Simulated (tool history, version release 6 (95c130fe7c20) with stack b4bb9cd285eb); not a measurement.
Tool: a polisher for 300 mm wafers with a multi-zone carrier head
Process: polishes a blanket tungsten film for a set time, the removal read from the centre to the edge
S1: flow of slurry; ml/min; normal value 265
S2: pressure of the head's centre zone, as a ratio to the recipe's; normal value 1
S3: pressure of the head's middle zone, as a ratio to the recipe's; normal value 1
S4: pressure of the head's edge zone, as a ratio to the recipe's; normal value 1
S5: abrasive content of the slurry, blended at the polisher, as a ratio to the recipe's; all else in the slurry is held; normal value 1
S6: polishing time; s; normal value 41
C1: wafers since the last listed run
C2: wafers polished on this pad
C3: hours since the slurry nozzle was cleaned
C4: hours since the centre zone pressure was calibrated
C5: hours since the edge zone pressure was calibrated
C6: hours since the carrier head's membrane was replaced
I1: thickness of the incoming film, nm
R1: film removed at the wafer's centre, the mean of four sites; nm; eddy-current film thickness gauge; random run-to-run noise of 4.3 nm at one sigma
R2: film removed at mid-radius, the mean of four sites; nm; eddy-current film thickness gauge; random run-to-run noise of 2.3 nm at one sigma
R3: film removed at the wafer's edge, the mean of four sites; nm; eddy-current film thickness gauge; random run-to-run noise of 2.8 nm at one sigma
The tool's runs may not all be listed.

run	hour	S1	S2	S3	S4	S5	S6	C1	C2	C3	C4	C5	C6	I1	R1	R2	R3
1	0	325	1	1	1	1	41	0	2036	648.8	468.7	1331.9	942.2	772.1	342.6	329.8	331.3
# hour 12.2: worn pad replaced by a new one
# hour 35.5: carrier head's membrane replaced by a new one
2	94.9	345	1	1	1	1	47	930	841	743.7	563.6	1426.8	59.4	774.7	401	375.6	387.5
# hour 102.3: slurry nozzle cleaned
3	107.6	265	1	0.96	1	1	41	126	968	5.3	576.3	1439.5	72.1	782.6	335.2	310.7	330.9
# hour 130.2: edge zone pressure recalibrated
4	134.6	265	1.09	0.97	1	1.2	37	270	1238	32.3	603.3	4.4	99.1	771.9	345.6	298.8	307.5
5	170.4	265	1	1	1	1	29	387	1626	68.1	639.1	40.2	134.9	776.1	229.6	228.1	233.7
6	185.5	265	1	1	1	1	49	163	1790	83.2	654.2	55.3	150	772.1	408.8	386.5	388.7
7	212.8	265	1	1	1	1.2	41	295	2086	110.5	681.5	82.6	177.3	772	353	338	345
# hour 224.3: worn pad replaced by a new one, of another model than before
8	254.4	265	1	1	1	1	41	407	325	152.1	723.1	124.2	218.9	765.7	334.4	322	327.9
9	328.1	265	1	1.07	1	1.15	41	798	1123	225.8	796.8	197.9	292.6	776.9	348.2	352.2	339.7
10	341.9	295	1	1	1	1	41	149	1273	239.6	810.6	211.7	306.4	786.1	352.3	331	330.8
# hour 419.4: worn pad replaced by a new one
# hour 422.4: centre zone pressure recalibrated
11	438.6	265	0.9	1	1	1.15	48	982	186	336.3	16.2	308.4	403.1	774.3	344.9	388.4	395.6
12	467	265	1	1	1	1	41	307	493	364.7	44.6	336.8	431.5	780.6	318.6	322.3	326.9
13	480.7	265	1	0.89	1	1	41	148	642	378.4	58.3	350.5	445.2	793.7	320.8	296.1	327
14	493.9	295	1	1	1	1	41	142	785	391.6	71.5	363.7	458.4	779.7	334.3	324.1	330.3
15	508.5	345	0.92	0.92	1	1	41	158	943	406.2	86.1	378.3	473	784.3	308.6	313.9	335.4
16	541.7	265	1	1	1	1	41	359	1302	439.4	119.3	411.5	506.2	787.9	326.6	327.4	327

What will run 17 give?
17	565.8	265	0.92	1	1.04	1	41	261	1564	463.5	143.4	435.6	530.3	774.9	?	?	?

Run 17 yielded R1 304.1 nm, R2 321.7 nm, R3 336 nm.
Without the tool's hidden state the same run would have given R1 295.3 nm, R2 321.8 nm, R3 336 nm.

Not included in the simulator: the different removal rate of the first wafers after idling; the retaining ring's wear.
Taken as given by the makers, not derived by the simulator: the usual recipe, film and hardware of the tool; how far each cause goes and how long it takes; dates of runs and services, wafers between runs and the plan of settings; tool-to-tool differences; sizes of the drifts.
